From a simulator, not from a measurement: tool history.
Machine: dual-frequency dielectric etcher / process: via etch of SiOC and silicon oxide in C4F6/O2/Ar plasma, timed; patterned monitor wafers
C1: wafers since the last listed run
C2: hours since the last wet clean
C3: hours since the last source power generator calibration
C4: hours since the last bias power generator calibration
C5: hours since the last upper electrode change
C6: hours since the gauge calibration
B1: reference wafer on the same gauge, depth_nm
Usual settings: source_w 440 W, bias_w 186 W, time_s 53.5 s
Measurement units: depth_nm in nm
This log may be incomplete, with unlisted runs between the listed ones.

run 1 hour=0 | source_w=440 bias_w=186 time_s=53.5 | C1=0 C2=491.2 C3=3677.4 C4=3084.3 C5=4248.2 C6=3354.7 | B1=57.8 | depth_nm=60.8
-- hour=32.1 source power generator calibrated
-- hour=117.7 wet clean of the chamber
-- hour=215.1 bias power generator calibrated
run 2 hour=322.7 | source_w=440 bias_w=186 time_s=53.5 | C1=2179 C2=205 C3=290.6 C4=107.6 C5=4570.9 C6=3677.4 | B1=57.8 | depth_nm=62.3
run 3 hour=415.4 | source_w=440 bias_w=186 time_s=53.5 | C1=695 C2=297.7 C3=383.3 C4=200.3 C5=4663.6 C6=3770.1 | B1=57.8 | depth_nm=62.2
run 4 hour=504.9 | source_w=400 bias_w=186 time_s=53.5 | C1=671 C2=387.2 C3=472.8 C4=289.8 C5=4753.1 C6=3859.6 | B1=57.8 | depth_nm=59
run 5 hour=584.8 | source_w=400 bias_w=186 time_s=53.5 | C1=599 C2=467.1 C3=552.7 C4=369.7 C5=4833 C6=3939.5 | B1=57.8 | depth_nm=59.1
run 6 hour=625.4 | source_w=400 bias_w=186 time_s=53.5 | C1=304 C2=507.7 C3=593.3 C4=410.3 C5=4873.6 C6=3980.1 | B1=57.8 | depth_nm=58.7
run 7 hour=703.7 | source_w=440 bias_w=186 time_s=48.5 | C1=587 C2=586 C3=671.6 C4=488.6 C5=4951.9 C6=4058.4 | B1=57.8 | depth_nm=55.9
-- hour=735.5 wet clean of the chamber
run 8 hour=740 | source_w=440 bias_w=186 time_s=53.5 | C1=92 C2=4.5 C3=707.9 C4=524.9 C5=4988.2 C6=4094.7 | B1=57.8 | depth_nm=61.9
run 9 hour=795 | source_w=440 bias_w=186 time_s=53.5 | C1=412 C2=59.5 C3=762.9 C4=579.9 C5=5043.2 C6=4149.7 | B1=57.8 | depth_nm=61.7
-- hour=842.7 gauge calibrated
run 10 hour=853.6 | source_w=440 bias_w=186 time_s=48 | C1=439 C2=118.1 C3=821.5 C4=638.5 C5=5101.8 C6=10.9 | B1=57.8 | depth_nm=55.6
run 11 hour=936.9 | source_w=440 bias_w=144 time_s=53.5 | C1=624 C2=201.4 C3=904.8 C4=721.8 C5=5185.1 C6=94.2 | B1=57.8 | depth_nm=55.8
run 12 hour=990.4 | source_w=360 bias_w=204 time_s=41 | C1=401 C2=254.9 C3=958.3 C4=775.3 C5=5238.6 C6=147.7 | B1=57.8 | depth_nm=44.3
run 13 hour=1087.8 | source_w=530 bias_w=151 time_s=41 | C1=730 C2=352.3 C3=1055.7 C4=872.7 C5=5336 C6=245.1 | B1=57.8 | depth_nm=47.8
-- hour=1136.1 upper electrode replaced, of another model than before
run 14 hour=1168.7 | source_w=490 bias_w=223 time_s=44.5 | C1=426 C2=433.2 C3=1136.6 C4=953.6 C5=32.6 C6=326 | B1=57.8 | depth_nm=57
run 15 hour=1251.7 | source_w=440 bias_w=186 time_s=53.5 | C1=622 C2=516.2 C3=1219.6 C4=1036.6 C5=115.6 C6=409 | B1=57.8 | depth_nm=61.2
run 16 hour=1359.1 | source_w=340 bias_w=231 time_s=40 | C1=805 C2=623.6 C3=1327 C4=1144 C5=223 C6=516.4 | B1=57.8 | depth_nm=39.2
-- hour=1436.7 wet clean of the chamber
run 17 hour=1442.8 | source_w=440 bias_w=186 time_s=53.5 | C1=447 C2=6.1 C3=1410.7 C4=1227.7 C5=306.7 C6=600.1 | B1=57.8 | depth_nm=61.1
run 18 hour=1556.8 | source_w=440 bias_w=215 time_s=61 | C1=854 C2=120.1 C3=1524.7 C4=1341.7 C5=420.7 C6=714.1 | B1=57.8 | depth_nm=71.9
run 19 hour=1618 | source_w=470 bias_w=186 time_s=63 | C1=458 C2=181.3 C3=1585.9 C4=1402.9 C5=481.9 C6=775.3 | B1=57.8 | depth_nm=75.3
run 20 hour=1695.4 | source_w=480 bias_w=186 time_s=53.5 | C1=580 C2=258.7 C3=1663.3 C4=1480.3 C5=559.3 C6=852.7 | B1=57.8 | depth_nm=64.6
run 21 hour=1757.1 | source_w=360 bias_w=186 time_s=39 | C1=462 C2=320.4 C3=1725 C4=1542 C5=621 C6=914.4 | B1=57.8 | depth_nm=37.9
run 22 hour=1814.8 | source_w=440 bias_w=140 time_s=53.5 | C1=432 C2=378.1 C3=1782.7 C4=1599.7 C5=678.7 C6=972.1 | B1=57.8 | depth_nm=57.2
run 23 hour=1892.9 | source_w=440 bias_w=186 time_s=53.5 | C1=585 C2=456.2 C3=1860.8 C4=1677.8 C5=756.8 C6=1050.2 | B1=57.8 | depth_nm=60.9
run 24 hour=1967.9 | source_w=390 bias_w=186 time_s=59.5 | C1=562 C2=531.2 C3=1935.8 C4=1752.8 C5=831.8 C6=1125.2 | B1=57.8 | depth_nm=61.7
-- hour=2025.1 wet clean of the chamber
run 25 hour=2027.1 | source_w=440 bias_w=186 time_s=53.5 | C1=263 C2=2 C3=1995 C4=1812 C5=891 C6=1184.4 | B1=57.8 | depth_nm=60.6
run 26 hour=2124.3 | source_w=390 bias_w=186 time_s=61 | C1=728 C2=99.2 C3=2092.2 C4=1909.2 C5=988.2 C6=1281.6 | B1=57.8 | depth_nm=63.3
run 27 hour=2178.1 | source_w=410 bias_w=230 time_s=53.5 | C1=403 C2=153 C3=2146 C4=1963 C5=1042 C6=1335.4 | B1=57.8 | depth_nm=60.5
run 28 hour=2243.4 | source_w=490 bias_w=163 time_s=39.5 | C1=489 C2=218.3 C3=2211.3 C4=2028.3 C5=1107.3 C6=1400.7 | B1=57.8 | depth_nm=46.9
run 29 hour=2297.9 | source_w=400 bias_w=161 time_s=65.5 | C1=408 C2=272.8 C3=2265.8 C4=2082.8 C5=1161.8 C6=1455.2 | B1=57.8 | depth_nm=67
run 30 hour=2363.5 | source_w=490 bias_w=186 time_s=59 | C1=491 C2=338.4 C3=2331.4 C4=2148.4 C5=1227.4 C6=1520.8 | B1=57.8 | depth_nm=71.7

Below, each run's measurement less what the same run would have read without the hidden state. Both values contain the same run-to-run variation, but the gauge's scatter may not be the same in both:
What the log doesn't record here: etch rate over this chamber's usual, %; source power that arrives over what is set, %; bias power that arrives over what is set, %; gauge reads high (%).
run=1 depth_nm=-1.8
run=2 depth_nm=-0.3
run=3 depth_nm=-0.4
run=4 depth_nm=-0.5
run=5 depth_nm=-0.5
run=6 depth_nm=-0.6
run=7 depth_nm=-0.6
run=8 depth_nm=-0.6
run=9 depth_nm=-0.7
run=10 depth_nm=-0.7
run=11 depth_nm=-0.8
run=12 depth_nm=-0.6
run=13 depth_nm=-0.7
run=14 depth_nm=-1.2
run=15 depth_nm=-1.4
run=16 depth_nm=-0.9
run=17 depth_nm=-1.5
run=18 depth_nm=-1.8
run=19 depth_nm=-2
run=20 depth_nm=-1.8
run=21 depth_nm=-1.1
run=22 depth_nm=-1.7
run=23 depth_nm=-1.8
run=24 depth_nm=-1.8
run=25 depth_nm=-1.8
run=26 depth_nm=-2
run=27 depth_nm=-1.9
run=28 depth_nm=-1.5
run=29 depth_nm=-2.1
run=30 depth_nm=-2.3
